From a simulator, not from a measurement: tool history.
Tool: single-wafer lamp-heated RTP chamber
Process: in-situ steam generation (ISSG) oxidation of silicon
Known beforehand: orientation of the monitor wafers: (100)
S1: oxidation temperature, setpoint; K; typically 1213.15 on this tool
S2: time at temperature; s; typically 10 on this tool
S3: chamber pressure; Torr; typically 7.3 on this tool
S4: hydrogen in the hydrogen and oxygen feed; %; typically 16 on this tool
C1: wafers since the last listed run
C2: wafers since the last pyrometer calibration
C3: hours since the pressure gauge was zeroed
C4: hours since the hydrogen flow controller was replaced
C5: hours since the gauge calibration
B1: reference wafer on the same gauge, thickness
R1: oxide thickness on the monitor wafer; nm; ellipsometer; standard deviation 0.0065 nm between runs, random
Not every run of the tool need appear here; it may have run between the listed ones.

run    hour       S1  S2   S3  S4    C1    C2      C3      C4      C5     B1     R1
  1     0.0  1213.15  10  8.2  16     0  2405  1516.2  5099.9  1108.8  3.229  2.783
  2    39.8  1213.15  10  7.3  11   543  2948  1556.0  5139.7  1148.6  3.228  2.549
  3   114.2  1213.15  10  7.0  16  1015  3964  1630.4  5214.1  1223.0  3.231  2.778
  4   173.6  1213.15  10  6.9  16   810  4774  1689.8  5273.5  1282.4  3.229  2.787
  5   273.0  1213.15  10  6.9  16  1356  6131  1789.2  5372.9  1381.8  3.231  2.780
  6   332.5  1213.15  10  6.9  16   812  6943  1848.7  5432.4  1441.3  3.229  2.780
      360.6  -- pyrometer window cleaned and pyrometer calibrated
  7   376.0  1218.15  10  7.3  16   484   210  1892.2  5475.9  1484.8  3.229  2.782
  8   426.8  1218.15  10  7.3  16   693   903  1943.0  5526.7  1535.6  3.231  2.798
  9   498.8  1218.15  10  7.3  16   982  1886  2015.0  5598.7  1607.6  3.232  2.810
 10   594.1  1213.15  10  7.3  16  1300  3186  2110.3  5694.0  1702.9  3.231  2.781
 11   681.1  1213.15  10  7.3  16  1187  4374  2197.3  5781.0  1789.9  3.230  2.790
 12   736.8  1213.15  10  7.3  16   760  5134  2253.0  5836.7  1845.6  3.231  2.781
      782.4  -- pressure gauge zeroed
 13   805.0  1213.15  10  7.3  16   821  5956    22.6  5904.9  1913.8  3.230  2.786
      835.0  -- pyrometer window cleaned and pyrometer calibrated
 14   946.5  1202.15   6  7.3  16  1821  1522   164.1  6046.4  2055.3  3.230  2.283
     1005.2  -- gauge calibrated
 15  1054.3  1213.15  10  6.9  16  1471  2993   271.9  6154.2    49.1  3.230  2.766
 16  1140.8  1201.15   9  8.1  12  1180  4174   358.4  6240.7   135.6  3.231  2.466
 17  1230.9  1213.15  10  6.9  11  1229  5403   448.5  6330.8   225.7  3.231  2.533
 18  1333.8  1224.15  10  7.3  20  1404  6808   551.4  6433.7   328.6  3.230  3.040
     1347.7  -- pyrometer window cleaned and pyrometer calibrated
     1413.4  -- hydrogen flow controller replaced
 19  1422.3  1213.15  10  7.3  16   989   908   639.9     8.9   417.1  3.230  2.774
 20  1521.2  1213.15  10  7.3  16  1349  2258   738.8   107.8   516.0  3.230  2.765
 21  1562.6  1230.15  10  8.1  16   565  2823   780.2   149.2   557.4  3.230  2.894
 22  1614.5  1213.15  10  7.3  16   708  3531   832.1   201.1   609.3  3.230  2.787
 23  1704.6  1213.15  10  7.3  16  1229  4761   922.2   291.2   699.4  3.231  2.778
     1879.0  -- pyrometer window cleaned and pyrometer calibrated
 24  1970.6  1213.15  13  7.3  16  3521  1250  1188.2   557.2   965.4  3.230  3.052
 25  2028.5  1213.15  10  7.3  21   790  2040  1246.1   615.1  1023.3  3.232  2.979
 26  2150.5  1194.15  11  7.9  11  1665  3705  1368.1   737.1  1145.3  3.230  2.564

Consider 4 possible next runs. They are alternatives, not a sequence: every one starts from the tool as it was left by run 26. What does each give?
  A  2150.9  1213.15  10  7.3  16   5  3710  1368.5  737.5  1145.7   ?   ?
  B  2150.9  1221.15  10  7.3  13   5  3710  1368.5  737.5  1145.7   ?   ?
  C  2150.9  1213.15  12  6.9  16   5  3710  1368.5  737.5  1145.7   ?   ?
  D  2150.9  1219.15  13  7.7  12   5  3710  1368.5  737.5  1145.7   ?   ?

run     B1     R1
  A  3.229  2.777
  B  3.229  2.688
  C  3.229  2.956
  D  3.229  2.916
What these runs would have given with no unlogged condition in the tool:
run     R1
  A  2.755
  B  2.666
  C  2.930
  D  2.889
